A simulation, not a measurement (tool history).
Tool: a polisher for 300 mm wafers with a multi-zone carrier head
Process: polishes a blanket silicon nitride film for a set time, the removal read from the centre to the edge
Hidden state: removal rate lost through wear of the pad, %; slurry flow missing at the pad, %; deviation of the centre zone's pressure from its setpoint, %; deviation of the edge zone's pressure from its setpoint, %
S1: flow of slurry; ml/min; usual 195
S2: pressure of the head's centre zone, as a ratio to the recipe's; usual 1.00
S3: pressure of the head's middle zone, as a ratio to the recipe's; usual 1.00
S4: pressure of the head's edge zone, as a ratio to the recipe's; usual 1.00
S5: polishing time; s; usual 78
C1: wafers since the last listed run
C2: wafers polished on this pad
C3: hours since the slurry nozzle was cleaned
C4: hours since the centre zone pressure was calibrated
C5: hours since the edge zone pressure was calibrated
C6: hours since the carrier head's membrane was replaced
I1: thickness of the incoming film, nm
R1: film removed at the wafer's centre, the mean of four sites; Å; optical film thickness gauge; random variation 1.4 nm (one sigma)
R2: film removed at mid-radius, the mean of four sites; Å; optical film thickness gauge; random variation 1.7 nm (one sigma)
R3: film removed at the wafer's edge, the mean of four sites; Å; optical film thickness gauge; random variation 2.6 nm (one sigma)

Run 1, hour 0.0: usual settings; C1 0; C2 1516; C3 577.7; C4 105.0; C5 392.1; C6 1554.7; I1 822.3. Result: R1 1800 Å, R2 1811 Å, R3 1749 Å.
At hour 50.7: carrier head's membrane replaced by a new one.
Run 2, hour 55.0: usual settings but S4 0.92, S5 56 s; C1 303; C2 1819; C3 632.7; C4 160.0; C5 447.1; C6 4.3; I1 811.2. Result: R1 1303 Å, R2 1300 Å, R3 1207 Å.
Run 3, hour 141.3: usual settings but S3 1.09, S4 1.09; C1 523; C2 2343; C3 719.0; C4 246.3; C5 533.4; C6 90.6; I1 799.0. Result: R1 1807 Å, R2 2007 Å, R3 1829 Å.
Run 4, hour 192.7: usual settings but S1 160 ml/min, S3 0.97, S5 91 s; C1 311; C2 2655; C3 770.4; C4 297.7; C5 584.8; C6 142.0; I1 798.1. Result: R1 2035 Å, R2 1999 Å, R3 1947 Å.
Run 5, hour 297.1: usual settings but S1 225 ml/min, S2 1.10, S3 0.91; C1 633; C2 3288; C3 874.8; C4 402.1; C5 689.2; C6 246.4; I1 815.4. Result: R1 2059 Å, R2 1718 Å, R3 1747 Å.
At hour 323.9: slurry nozzle cleaned.
Run 6, hour 337.4: usual settings but S2 0.97, S5 58 s; C1 238; C2 3527; C3 13.5; C4 442.4; C5 729.5; C6 286.7; I1 802.9. Result: R1 1291 Å, R2 1371 Å, R3 1313 Å.
Run 7, hour 392.9: usual settings but S2 0.90; C1 336; C2 3864; C3 69.0; C4 497.9; C5 785.0; C6 342.2; I1 827.5. Result: R1 1637 Å, R2 1799 Å, R3 1803 Å.
Run 8, hour 440.5: usual settings; C1 288; C2 4152; C3 116.6; C4 545.5; C5 832.6; C6 389.8; I1 809.6. Result: R1 1808 Å, R2 1799 Å, R3 1733 Å.
Run 9, hour 526.2: usual settings but S1 245 ml/min, S2 1.03, S3 0.94, S4 0.96; C1 520; C2 4673; C3 202.3; C4 631.2; C5 918.3; C6 475.5; I1 811.4. Result: R1 1924 Å, R2 1783 Å, R3 1732 Å.
At hour 575.5: worn pad replaced by a new one.
Run 10, hour 581.6: usual settings but S2 0.94, S3 1.04, S5 89 s; C1 311; C2 37; C3 257.7; C4 686.6; C5 973.7; C6 530.9; I1 813.2. Result: R1 1932 Å, R2 2164 Å, R3 1984 Å.
Run 11, hour 684.6: usual settings but S2 1.09, S3 0.94, S5 55 s; C1 625; C2 662; C3 360.7; C4 789.6; C5 1076.7; C6 633.9; I1 805.3. Result: R1 1376 Å, R2 1211 Å, R3 1242 Å.
Run 12, hour 745.1: usual settings but S1 155 ml/min, S3 1.04, S5 58 s; C1 367; C2 1029; C3 421.2; C4 850.1; C5 1137.2; C6 694.4; I1 804.9. Result: R1 1308 Å, R2 1384 Å, R3 1296 Å.
At hour 819.2: centre zone pressure recalibrated.
Run 13, hour 825.7: usual settings but S3 1.09, S4 1.09; C1 477; C2 1506; C3 501.8; C4 6.5; C5 1217.8; C6 775.0; I1 796.8. Result: R1 1815 Å, R2 1971 Å, R3 1842 Å.
At hour 880.5: edge zone pressure recalibrated.
Run 14, hour 884.9: usual settings but S1 170 ml/min, S3 0.95; C1 347; C2 1853; C3 561.0; C4 65.7; C5 4.4; C6 834.2; I1 812.8. Result: R1 1802 Å, R2 1724 Å, R3 1787 Å.

Forecast run 15:
Run 15, hour 954.7: usual settings but S2 0.90, S3 0.94, S4 1.10, S5 99 s; C1 423; C2 2277; C3 630.8; C4 135.5; C5 74.2; C6 904.0; I1 804.5. Result: R1 ?, R2 ?, R3 ?.

R1: 2058 Å
R2: 2195 Å
R3: 2363 Å
Without the tool's hidden state the same run would have given R1 2058 Å, R2 2195 Å, R3 2363 Å.
